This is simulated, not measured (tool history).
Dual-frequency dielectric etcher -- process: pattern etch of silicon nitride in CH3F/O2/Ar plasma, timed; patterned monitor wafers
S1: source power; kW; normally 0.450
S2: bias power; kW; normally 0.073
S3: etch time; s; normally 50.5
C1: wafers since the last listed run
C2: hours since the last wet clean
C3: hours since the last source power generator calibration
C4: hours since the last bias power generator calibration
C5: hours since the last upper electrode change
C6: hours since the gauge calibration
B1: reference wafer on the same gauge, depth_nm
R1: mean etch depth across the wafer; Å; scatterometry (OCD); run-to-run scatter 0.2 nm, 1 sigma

{"run": 1, "hour": 0.0, "S1": 0.45, "S2": 0.065, "S3": 50.5, "C1": 0, "C2": 183.9, "C3": 3837.2, "C4": 2453.6, "C5": 4827.0, "C6": 180.2, "B1": 35.02, "R1": 373.4}
{"run": 2, "hour": 25.5, "S1": 0.45, "S2": 0.065, "S3": 50.5, "C1": 250, "C2": 209.4, "C3": 3862.7, "C4": 2479.1, "C5": 4852.5, "C6": 205.7, "B1": 35.04, "R1": 377.5}
{"run": 3, "hour": 44.6, "S1": 0.45, "S2": 0.065, "S3": 50.5, "C1": 187, "C2": 228.5, "C3": 3881.8, "C4": 2498.2, "C5": 4871.6, "C6": 224.8, "B1": 35.01, "R1": 372.2}
{"run": 4, "hour": 76.1, "S1": 0.45, "S2": 0.073, "S3": 50.5, "C1": 308, "C2": 260.0, "C3": 3913.3, "C4": 2529.7, "C5": 4903.1, "C6": 256.3, "B1": 35.0, "R1": 392.8}
{"hour": 110.8, "done": "gauge calibrated"}
{"hour": 150.1, "done": "upper electrode replaced"}
{"run": 5, "hour": 150.6, "S1": 0.45, "S2": 0.073, "S3": 50.5, "C1": 495, "C2": 334.5, "C3": 3987.8, "C4": 2604.2, "C5": 0.5, "C6": 39.8, "B1": 35.0, "R1": 396.1}
{"run": 6, "hour": 151.6, "S1": 0.45, "S2": 0.073, "S3": 50.5, "C1": 9, "C2": 335.5, "C3": 3988.8, "C4": 2605.2, "C5": 1.5, "C6": 40.8, "B1": 34.92, "R1": 397.5}
{"run": 7, "hour": 171.6, "S1": 0.49, "S2": 0.073, "S3": 50.5, "C1": 196, "C2": 355.5, "C3": 4008.8, "C4": 2625.2, "C5": 21.5, "C6": 60.8, "B1": 34.97, "R1": 405.4}
{"run": 8, "hour": 184.3, "S1": 0.49, "S2": 0.073, "S3": 50.5, "C1": 124, "C2": 368.2, "C3": 4021.5, "C4": 2637.9, "C5": 34.2, "C6": 73.5, "B1": 34.96, "R1": 413.6}
{"hour": 200.2, "done": "source power generator calibrated"}
{"hour": 216.1, "done": "wet clean of the chamber"}
{"run": 9, "hour": 216.6, "S1": 0.49, "S2": 0.073, "S3": 50.5, "C1": 121, "C2": 0.5, "C3": 16.4, "C4": 2670.2, "C5": 66.5, "C6": 105.8, "B1": 35.08, "R1": 420.9}
{"hour": 230.3, "done": "bias power generator calibrated"}
{"run": 10, "hour": 246.9, "S1": 0.45, "S2": 0.073, "S3": 50.5, "C1": 257, "C2": 30.8, "C3": 46.7, "C4": 16.6, "C5": 96.8, "C6": 136.1, "B1": 34.98, "R1": 410.3}
{"hour": 282.5, "done": "wet clean of the chamber, repeated, since the last time left the tool worse"}
{"run": 11, "hour": 283.0, "S1": 0.45, "S2": 0.073, "S3": 50.5, "C1": 118, "C2": 0.5, "C3": 82.8, "C4": 52.7, "C5": 132.9, "C6": 172.2, "B1": 35.04, "R1": 390.2}
{"run": 12, "hour": 289.5, "S1": 0.45, "S2": 0.088, "S3": 46.5, "C1": 63, "C2": 7.0, "C3": 89.3, "C4": 59.2, "C5": 139.4, "C6": 178.7, "B1": 34.96, "R1": 391.2}
{"run": 13, "hour": 305.2, "S1": 0.45, "S2": 0.073, "S3": 56.5, "C1": 153, "C2": 22.7, "C3": 105.0, "C4": 74.9, "C5": 155.1, "C6": 194.4, "B1": 35.04, "R1": 432.1}
{"run": 14, "hour": 338.1, "S1": 0.45, "S2": 0.073, "S3": 50.5, "C1": 322, "C2": 55.6, "C3": 137.9, "C4": 107.8, "C5": 188.0, "C6": 227.3, "B1": 35.02, "R1": 392.9}
{"run": 15, "hour": 359.8, "S1": 0.45, "S2": 0.073, "S3": 50.5, "C1": 212, "C2": 77.3, "C3": 159.6, "C4": 129.5, "C5": 209.7, "C6": 249.0, "B1": 34.99, "R1": 393.4}
{"hour": 365.2, "done": "gauge calibrated"}
{"run": 16, "hour": 384.4, "S1": 0.45, "S2": 0.073, "S3": 50.5, "C1": 241, "C2": 101.9, "C3": 184.2, "C4": 154.1, "C5": 234.3, "C6": 19.2, "B1": 35.0, "R1": 391.4}
{"run": 17, "hour": 406.3, "S1": 0.45, "S2": 0.088, "S3": 50.5, "C1": 214, "C2": 123.8, "C3": 206.1, "C4": 176.0, "C5": 256.2, "C6": 41.1, "B1": 35.0, "R1": 425.2}
{"run": 18, "hour": 433.6, "S1": 0.45, "S2": 0.073, "S3": 59.5, "C1": 267, "C2": 151.1, "C3": 233.4, "C4": 203.3, "C5": 283.5, "C6": 68.4, "B1": 35.0, "R1": 466.1}
{"run": 19, "hour": 453.1, "S1": 0.45, "S2": 0.08, "S3": 50.5, "C1": 191, "C2": 170.6, "C3": 252.9, "C4": 222.8, "C5": 303.0, "C6": 87.9, "B1": 35.03, "R1": 411.5}

Forecast run 20:
{"run": 20, "hour": 469.9, "S1": 0.51, "S2": 0.073, "S3": 50.5, "C1": 164, "C2": 187.4, "C3": 269.7, "C4": 239.6, "C5": 319.8, "C6": 104.7, "B1": "?", "R1": "?"}

For run 20 the tool returned B1 34.95, R1 413.5 Å.
Were there no unlogged condition in the tool, this run, its random variation unchanged, would have produced R1 406.3 Å.
